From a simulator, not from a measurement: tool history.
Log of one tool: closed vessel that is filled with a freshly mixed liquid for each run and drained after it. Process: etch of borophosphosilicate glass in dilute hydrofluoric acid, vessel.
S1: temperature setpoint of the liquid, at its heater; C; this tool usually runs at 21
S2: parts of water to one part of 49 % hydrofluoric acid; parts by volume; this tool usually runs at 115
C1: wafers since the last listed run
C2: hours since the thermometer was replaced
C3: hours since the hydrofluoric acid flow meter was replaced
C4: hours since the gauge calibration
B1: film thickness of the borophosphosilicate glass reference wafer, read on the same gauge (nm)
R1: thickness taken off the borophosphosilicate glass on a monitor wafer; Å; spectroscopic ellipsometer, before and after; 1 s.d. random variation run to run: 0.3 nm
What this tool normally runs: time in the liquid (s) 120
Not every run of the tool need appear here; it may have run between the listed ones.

run 1 day=0 | S1=21 S2=115 time_in_the_liquid_(s)=120 | C1=0 C2=953.1 C3=1051.3 C4=486.2 | B1=90.02 | R1=428.5
run 2 day=1.108 | S1=21 S2=115 time_in_the_liquid_(s)=120 | C1=3389 C2=979.7 C3=1077.9 C4=512.8 | B1=89.99 | R1=428
run 3 day=2.608 | S1=21 S2=70 time_in_the_liquid_(s)=120 | C1=4586 C2=1015.7 C3=1113.9 C4=548.8 | B1=90 | R1=736.6
-- day=3.417 thermometer replaced
run 4 day=5.462 | S1=19.5 S2=115 time_in_the_liquid_(s)=120 | C1=8600 C2=49.1 C3=1182.4 C4=617.3 | B1=89.98 | R1=435.2
run 5 day=7.729 | S1=19.5 S2=115 time_in_the_liquid_(s)=120 | C1=6931 C2=103.5 C3=1236.8 C4=671.7 | B1=89.99 | R1=434
run 6 day=10.55 | S1=19.5 S2=115 time_in_the_liquid_(s)=120 | C1=8625 C2=171.2 C3=1304.5 C4=739.4 | B1=89.99 | R1=432.8
-- day=12.05 hydrofluoric acid flow meter replaced
run 7 day=13.525 | S1=21 S2=155 time_in_the_liquid_(s)=120 | C1=8969 C2=242.6 C3=35.4 C4=810.8 | B1=89.99 | R1=318.3
run 8 day=14.579 | S1=21 S2=155 time_in_the_liquid_(s)=120 | C1=3223 C2=267.9 C3=60.7 C4=836.1 | B1=89.99 | R1=323.4
run 9 day=16.775 | S1=21 S2=155 time_in_the_liquid_(s)=120 | C1=6714 C2=320.6 C3=113.4 C4=888.8 | B1=90 | R1=318.6
run 10 day=18.058 | S1=21 S2=115 time_in_the_liquid_(s)=120 | C1=3924 C2=351.4 C3=144.2 C4=919.6 | B1=90.02 | R1=451.7
run 11 day=19.146 | S1=21 S2=115 time_in_the_liquid_(s)=70 | C1=3325 C2=377.5 C3=170.3 C4=945.7 | B1=90 | R1=260.5
run 12 day=21.542 | S1=19.5 S2=115 time_in_the_liquid_(s)=120 | C1=7326 C2=435 C3=227.8 C4=1003.2 | B1=90 | R1=419
run 13 day=24.058 | S1=21 S2=155 time_in_the_liquid_(s)=75 | C1=7695 C2=495.4 C3=288.2 C4=1063.6 | B1=89.99 | R1=197.2
run 14 day=26.225 | S1=21 S2=115 time_in_the_liquid_(s)=120 | C1=6625 C2=547.4 C3=340.2 C4=1115.6 | B1=89.99 | R1=440.3
run 15 day=29.183 | S1=21 S2=155 time_in_the_liquid_(s)=120 | C1=9046 C2=618.4 C3=411.2 C4=1186.6 | B1=90.01 | R1=317.1
run 16 day=31.225 | S1=25 S2=100 time_in_the_liquid_(s)=160 | C1=6243 C2=667.4 C3=460.2 C4=1235.6 | B1=90.01 | R1=798.1
run 17 day=34.042 | S1=18.5 S2=160 time_in_the_liquid_(s)=145 | C1=8613 C2=735 C3=527.8 C4=1303.2 | B1=90 | R1=327.7
run 18 day=36.071 | S1=17.5 S2=90 time_in_the_liquid_(s)=190 | C1=6205 C2=783.7 C3=576.5 C4=1351.9 | B1=90.01 | R1=773.9
run 19 day=37.771 | S1=20 S2=115 time_in_the_liquid_(s)=120 | C1=5198 C2=824.5 C3=617.3 C4=1392.7 | B1=90 | R1=417.1
-- day=38.054 thermometer replaced
run 20 day=40.225 | S1=18.5 S2=80 time_in_the_liquid_(s)=95 | C1=7377 C2=52.1 C3=676.2 C4=1451.6 | B1=90.01 | R1=495.2
-- day=40.662 gauge calibrated
run 21 day=43.112 | S1=17 S2=115 time_in_the_liquid_(s)=100 | C1=8829 C2=121.4 C3=745.5 C4=58.8 | B1=89.99 | R1=327.7
run 22 day=49.633 | S1=25.5 S2=115 time_in_the_liquid_(s)=120 | C1=19940 C2=277.9 C3=902 C4=215.3 | B1=90.02 | R1=540.5
run 23 day=51.467 | S1=25 S2=150 time_in_the_liquid_(s)=80 | C1=5606 C2=321.9 C3=946 C4=259.3 | B1=90.02 | R1=257.5
run 24 day=57.271 | S1=21 S2=115 time_in_the_liquid_(s)=120 | C1=17748 C2=461.2 C3=1085.3 C4=398.6 | B1=89.98 | R1=447.1
run 25 day=60.212 | S1=21 S2=65 time_in_the_liquid_(s)=120 | C1=8995 C2=531.8 C3=1155.9 C4=469.2 | B1=90.02 | R1=834.7
run 26 day=61.338 | S1=21 S2=155 time_in_the_liquid_(s)=120 | C1=3440 C2=558.8 C3=1182.9 C4=496.2 | B1=90.01 | R1=318.2
run 27 day=62.788 | S1=22.5 S2=75 time_in_the_liquid_(s)=100 | C1=4433 C2=593.6 C3=1217.7 C4=531 | B1=90 | R1=632.8
-- day=65.062 hydrofluoric acid flow meter replaced
run 28 day=65.788 | S1=21 S2=115 time_in_the_liquid_(s)=120 | C1=9046 C2=665.6 C3=17.4 C4=603 | B1=90 | R1=438.6
run 29 day=68.712 | S1=21 S2=85 time_in_the_liquid_(s)=120 | C1=8944 C2=735.8 C3=87.6 C4=673.2 | B1=89.99 | R1=608.8
run 30 day=70.3 | S1=21 S2=115 time_in_the_liquid_(s)=120 | C1=4854 C2=773.9 C3=125.7 C4=711.3 | B1=90 | R1=433.6
run 31 day=73.542 | S1=23 S2=115 time_in_the_liquid_(s)=150 | C1=9912 C2=851.7 C3=203.5 C4=789.1 | B1=89.99 | R1=582.7
run 32 day=75.304 | S1=21 S2=115 time_in_the_liquid_(s)=140 | C1=5389 C2=894 C3=245.8 C4=831.4 | B1=89.98 | R1=501.1

Forecast each of these 4 alternatives for the next run:
run A day=75.333 | S1=21 S2=115 time_in_the_liquid_(s)=120 | C1=89 C2=894.7 C3=246.5 C4=832.1 | B1=? | R1=?
run B day=75.333 | S1=17 S2=135 time_in_the_liquid_(s)=170 | C1=89 C2=894.7 C3=246.5 C4=832.1 | B1=? | R1=?
run C day=75.333 | S1=19 S2=175 time_in_the_liquid_(s)=120 | C1=89 C2=894.7 C3=246.5 C4=832.1 | B1=? | R1=?
run D day=75.333 | S1=26 S2=130 time_in_the_liquid_(s)=120 | C1=89 C2=894.7 C3=246.5 C4=832.1 | B1=? | R1=?

run=A B1=90.01 R1=429.4
run=B B1=90.01 R1=430
run=C B1=90.01 R1=245
run=D B1=90.01 R1=456.2
With the hidden condition removed and each run's random variation left untouched, the same runs would have given:
run=A R1=468.5
run=B R1=470.2
run=C R1=266.9
run=D R1=495.3

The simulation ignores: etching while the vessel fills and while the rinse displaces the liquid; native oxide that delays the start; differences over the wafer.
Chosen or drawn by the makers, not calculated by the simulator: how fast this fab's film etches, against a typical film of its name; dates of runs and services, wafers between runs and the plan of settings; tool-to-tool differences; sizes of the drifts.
